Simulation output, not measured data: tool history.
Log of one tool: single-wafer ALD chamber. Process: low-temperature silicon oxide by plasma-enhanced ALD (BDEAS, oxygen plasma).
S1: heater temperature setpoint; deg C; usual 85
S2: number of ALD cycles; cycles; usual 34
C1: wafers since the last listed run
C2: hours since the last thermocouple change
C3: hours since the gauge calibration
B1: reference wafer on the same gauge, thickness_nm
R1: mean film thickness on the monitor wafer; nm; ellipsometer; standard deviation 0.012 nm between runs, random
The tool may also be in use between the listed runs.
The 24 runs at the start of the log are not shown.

run   hour  S1  S2   C1     C2     C3     B1     R1
 25  288.9  93  30   77  115.7  153.8  4.002  4.016
 26  296.4  71  40   63  123.2  161.3  4.003  5.730
 27  308.3  99  34  100  135.1  173.2  3.998  4.468
 28  320.0  98  32   98  146.8  184.9  3.997  4.211
 29  328.0  85  34   67  154.8  192.9  3.995  4.658
     330.4  -- gauge calibrated
 30  336.8  85  39   74  163.6    6.4  4.029  5.387
 31  351.2  96  31  121  178.0   20.8  4.026  4.128
 32  363.8  85  36  106  190.6   33.4  4.022  4.975
 33  379.1  85  30  128  205.9   48.7  4.019  4.132
 34  394.7  94  34  131  221.5   64.3  4.019  4.563

Forecast each of these 5 alternatives for the next run:
  A  395.2  85  34   4  222.0  64.8   ?   ?
  B  395.2  94  37   4  222.0  64.8   ?   ?
  C  395.2  85  32   4  222.0  64.8   ?   ?
  D  395.2  75  30   4  222.0  64.8   ?   ?
  E  395.2  89  34   4  222.0  64.8   ?   ?

run     B1     R1
  A  4.020  4.689
  B  4.020  4.961
  C  4.020  4.413
  D  4.020  4.265
  E  4.020  4.631
Take away the tool's hidden state, keep each run's random variation, and the runs would have read:
run     R1
  A  4.703
  B  4.976
  C  4.426
  D  4.278
  E  4.645
